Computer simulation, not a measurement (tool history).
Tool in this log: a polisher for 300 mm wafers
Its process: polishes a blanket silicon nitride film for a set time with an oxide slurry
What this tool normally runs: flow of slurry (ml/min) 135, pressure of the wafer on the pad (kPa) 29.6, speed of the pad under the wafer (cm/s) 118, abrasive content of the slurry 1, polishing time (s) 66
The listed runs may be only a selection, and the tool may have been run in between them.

run   hour  flow of slurry (ml/min)  pressure of the wafer on the pad (kPa)  speed of the pad under the wafer (cm/s)  abrasive content of the slurry  polishing time (s)  incoming thickness of the incoming film, nm  film removed (Å)
  1      0                      135                                    29.6                                      118                            1.15                  66                                        438.3               505
  2   10.3                      135                                    29.6                                      138                               1                  66                                          437               542
  3   27.6                      135                                    29.6                                      138                               1                  66                                        439.7               545
  4   38.3                      170                                    29.6                                      118                               1                  66                                        437.1               492
  5     48                      170                                    29.6                                      118                               1                  66                                        448.7               493
      91.1  -- worn pad replaced by a new one
  6   98.2                      170                                    29.6                                      118                               1                  66                                        443.5               490
  7    108                      135                                    29.6                                      118                            0.95                  66                                        439.5               465
  8  114.6                      135                                    29.6                                      118                            0.95                  66                                        445.1               462
     127.5  -- slurry blender recalibrated
  9    128                      135                                    29.6                                      118                            0.95                  66                                        441.8               460
 10  136.2                      135                                    29.6                                      118                               1                  66                                        438.9               462
     142.9  -- conditioning disc replaced and pad reconditioned
 11  147.1                      135                                    29.6                                      140                               1                  66                                          436               483
 12  163.8                      110                                    35.2                                      104                               1                  78                                        445.4               501
 13  170.2                      135                                    35.2                                      118                               1                  66                                        435.9               483
 14  186.4                      155                                    29.6                                      118                               1                  84                                        437.9               562
 15    202                      135                                    29.6                                      118                            0.95                  66                                        437.6               431
     210.1  -- worn pad replaced by a new one
     219.2  -- conditioning disc replaced and pad reconditioned, repeated, since the last time left the tool worse
 16  219.7                      135                                    29.6                                      118                            1.15                  66                                        443.3               521
     226.7  -- head pressure recalibrated
     227.5  -- slurry nozzle cleaned
 17  231.5                      105                                    29.6                                      158                               1                  66                                        435.1               596
 18  243.4                      135                                    29.6                                      118                               1                  66                                        433.2               493
 19  252.9                      135                                    32.4                                       96                            1.25                  73                                        439.9               535
 20  264.4                      135                                    29.6                                      118                               1                  47                                        436.6               356
 21  274.5                      150                                    37.9                                       88                               1                  66                                        437.5               464
 22  290.7                      135                                    29.6                                      118                               1                  87                                        438.9               651
 23  297.2                      170                                    29.6                                      118                               1                  66                                        442.1               507
     342.3  -- worn pad replaced by a new one
 24  348.9                      135                                    29.6                                      118                               1                  66                                        432.8               493
 25    363                      115                                    24.8                                       88                               1                  46                                        432.5               234

Below are 5 alternative next runs, each starting from the tool's condition after run 25. Predict each:
  A  363.4                      135                                    29.6                                      118                               1                  66                                        447.2                 ?
  B  363.4                      135                                    29.6                                      118                             1.3                  66                                        447.2                 ?
  C  363.4                      120                                    32.4                                      104                            0.85                  66                                        447.2                 ?
  D  363.4                      135                                    36.5                                      152                             1.2                  74                                        447.2                 ?
  E  363.4                      135                                    29.6                                      118                            1.15                  82                                        447.2                 ?

run  film removed (Å)
  A               488
  B               531
  C               434
  D               814
  E               634
What these runs would have given with no unlogged condition in the tool:
run  film removed (Å)
  A               498
  B               542
  C               443
  D               838
  E               647
